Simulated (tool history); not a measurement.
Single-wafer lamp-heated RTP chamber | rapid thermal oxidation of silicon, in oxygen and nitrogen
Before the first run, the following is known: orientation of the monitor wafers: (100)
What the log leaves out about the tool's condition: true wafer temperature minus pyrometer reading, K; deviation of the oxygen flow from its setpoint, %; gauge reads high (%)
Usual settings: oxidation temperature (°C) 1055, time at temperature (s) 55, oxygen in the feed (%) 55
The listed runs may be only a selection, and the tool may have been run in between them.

| run | hour | oxidation temperature (°C) | time at temperature (s) | oxygen in the feed (%) | wafers since the last listed run | wafers since the last pyrometer calibration | hours since the oxygen flow controller was replaced | hours since the gauge calibration | read-back reference wafer on the same gauge, thickness | oxide thickness on the monitor wafer (angstrom) |
|---|---|---|---|---|---|---|---|---|---|---|
| 1 | 0 | 1055 | 55 | 55 | 0 | 2304 | 6773.5 | 482.9 | 6.935 | 64.95 |
| 2 | 33.3 | 1055 | 55 | 55 | 396 | 2701 | 6806.8 | 516.2 | 6.93 | 65.06 |
| 3 | 94.6 | 1055 | 55 | 33 | 730 | 3431 | 6868.1 | 577.5 | 6.927 | 54.37 |
| 4 | 136.2 | 1055 | 55 | 33 | 495 | 3926 | 6909.7 | 619.1 | 6.933 | 54.33 |
| 5 | 177.6 | 1055 | 55 | 55 | 493 | 4419 | 6951.1 | 660.5 | 6.934 | 65.13 |
| 6 | 216.3 | 1055 | 55 | 55 | 460 | 4880 | 6989.8 | 699.2 | 6.929 | 65.07 |
| 7 | 268.8 | 1055 | 55 | 55 | 625 | 5506 | 7042.3 | 751.7 | 6.928 | 65.34 |
| 8 | 301.8 | 1055 | 55 | 65 | 393 | 5899 | 7075.3 | 784.7 | 6.927 | 69.03 |
| 9 | 357.1 | 1055 | 55 | 65 | 658 | 6557 | 7130.6 | 840 | 6.929 | 69.15 |
|  | 375.5 | pyrometer window cleaned and pyrometer calibrated |
| 10 | 394.6 | 1055 | 55 | 55 | 351 | 227 | 7168.1 | 877.5 | 6.933 | 64.69 |
| 11 | 427.4 | 1055 | 55 | 55 | 390 | 618 | 7200.9 | 910.3 | 6.93 | 64.75 |
| 12 | 489.4 | 1055 | 72 | 36 | 738 | 1356 | 7262.9 | 972.3 | 6.931 | 62.94 |
|  | 496.7 | gauge calibrated |
| 13 | 534.8 | 1055 | 38 | 81 | 540 | 1897 | 7308.3 | 38.1 | 6.928 | 63.31 |
|  | 553.7 | oxygen flow controller replaced |
| 14 | 566.9 | 1040 | 63 | 47 | 287 | 2184 | 13.2 | 70.2 | 6.935 | 58.89 |
| 15 | 614.4 | 1067 | 43 | 47 | 565 | 2750 | 60.7 | 117.7 | 6.931 | 59.93 |
| 16 | 671.4 | 1055 | 55 | 55 | 678 | 3428 | 117.7 | 174.7 | 6.932 | 64.87 |
| 17 | 771 | 1055 | 55 | 33 | 1186 | 4615 | 217.3 | 274.3 | 6.933 | 54.3 |
| 18 | 841.9 | 1055 | 55 | 44 | 844 | 5459 | 288.2 | 345.2 | 6.933 | 60.27 |
| 19 | 911.6 | 1041 | 55 | 72 | 830 | 6289 | 357.9 | 414.9 | 6.93 | 65.05 |
| 20 | 971.1 | 1072 | 44 | 28 | 708 | 6998 | 417.4 | 474.4 | 6.932 | 52.2 |
| 21 | 999.5 | 1047 | 55 | 80 | 338 | 7336 | 445.8 | 502.8 | 6.932 | 70.28 |
|  | 1029.5 | pyrometer window cleaned and pyrometer calibrated |
| 22 | 1037.5 | 1055 | 55 | 55 | 357 | 95 | 483.8 | 540.8 | 6.935 | 64.61 |

Below are 3 alternative next runs, each starting from the tool's condition after run 22. Predict each:
| A | 1037.9 | 1055 | 55 | 55 | 4 | 99 | 484.2 | 541.2 | ? | ? |
| B | 1037.9 | 1083 | 55 | 55 | 4 | 99 | 484.2 | 541.2 | ? | ? |
| C | 1037.9 | 1055 | 77 | 55 | 4 | 99 | 484.2 | 541.2 | ? | ? |

| run | read-back reference wafer on the same gauge, thickness | oxide thickness on the monitor wafer (angstrom) |
|---|---|---|
| A | 6.927 | 64.67 |
| B | 6.927 | 77.82 |
| C | 6.927 | 75.08 |
With no hidden state in the tool, these same runs would have given:
| run | oxide thickness on the monitor wafer (angstrom) |
|---|---|
| A | 64.63 |
| B | 77.78 |
| C | 75.03 |
